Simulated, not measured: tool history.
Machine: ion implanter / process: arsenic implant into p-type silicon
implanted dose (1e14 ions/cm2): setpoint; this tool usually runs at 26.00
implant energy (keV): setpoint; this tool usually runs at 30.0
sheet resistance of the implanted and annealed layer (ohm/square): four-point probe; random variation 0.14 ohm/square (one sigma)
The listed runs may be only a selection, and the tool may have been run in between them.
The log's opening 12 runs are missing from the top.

run,hour,implanted dose (1e14 ions/cm2),implant energy (keV),"read-back reference wafer on the same gauge, sheet resistance",sheet resistance of the implanted and annealed layer (ohm/square)
13,303.6,26.00,30.0,95.10,93.98
14,334.3,26.00,30.0,95.09,93.67
# hour 355.7: Faraday cup replaced and dose calibrated
15,356.1,26.00,30.0,95.11,93.79
16,375.9,26.00,30.0,95.09,93.80
17,392.9,26.00,30.0,95.09,93.94
18,409.4,29.36,35.5,95.08,84.04
# hour 439.4: extraction supply calibrated
19,441.0,30.25,34.5,95.09,86.40
20,458.0,26.00,30.0,95.12,95.61
21,485.3,19.90,36.0,95.12,91.21
22,519.8,18.57,36.0,95.09,93.00
23,539.6,26.00,30.0,95.12,95.56
24,568.4,32.55,36.5,95.08,83.39
25,594.4,26.00,30.0,95.08,95.17
26,618.1,21.39,33.5,95.08,92.73
27,630.5,26.00,30.0,95.09,95.43
# hour 633.3: gauge calibrated
28,645.2,19.62,30.0,95.11,99.93
29,667.3,21.51,35.5,95.12,90.16
30,714.9,23.74,21.0,95.11,116.61
31,738.6,26.00,22.5,95.10,111.61
32,765.0,29.18,26.0,95.13,101.90
33,783.7,20.19,30.0,95.10,99.31
34,832.5,26.00,30.0,95.08,95.54

Branching from run 34: 4 alternative next runs. What would each branch give?
A,832.9,26.00,30.0,?,?
B,832.9,33.66,30.0,?,?
C,832.9,23.22,20.5,?,?
D,832.9,20.37,33.5,?,?

run,"read-back reference wafer on the same gauge, sheet resistance",sheet resistance of the implanted and annealed layer (ohm/square)
A,95.10,95.33
B,95.10,92.54
C,95.10,117.73
D,95.10,93.72
What these runs would have given with no unlogged condition in the tool:
run,sheet resistance of the implanted and annealed layer (ohm/square)
A,95.49
B,92.70
C,117.90
D,93.86

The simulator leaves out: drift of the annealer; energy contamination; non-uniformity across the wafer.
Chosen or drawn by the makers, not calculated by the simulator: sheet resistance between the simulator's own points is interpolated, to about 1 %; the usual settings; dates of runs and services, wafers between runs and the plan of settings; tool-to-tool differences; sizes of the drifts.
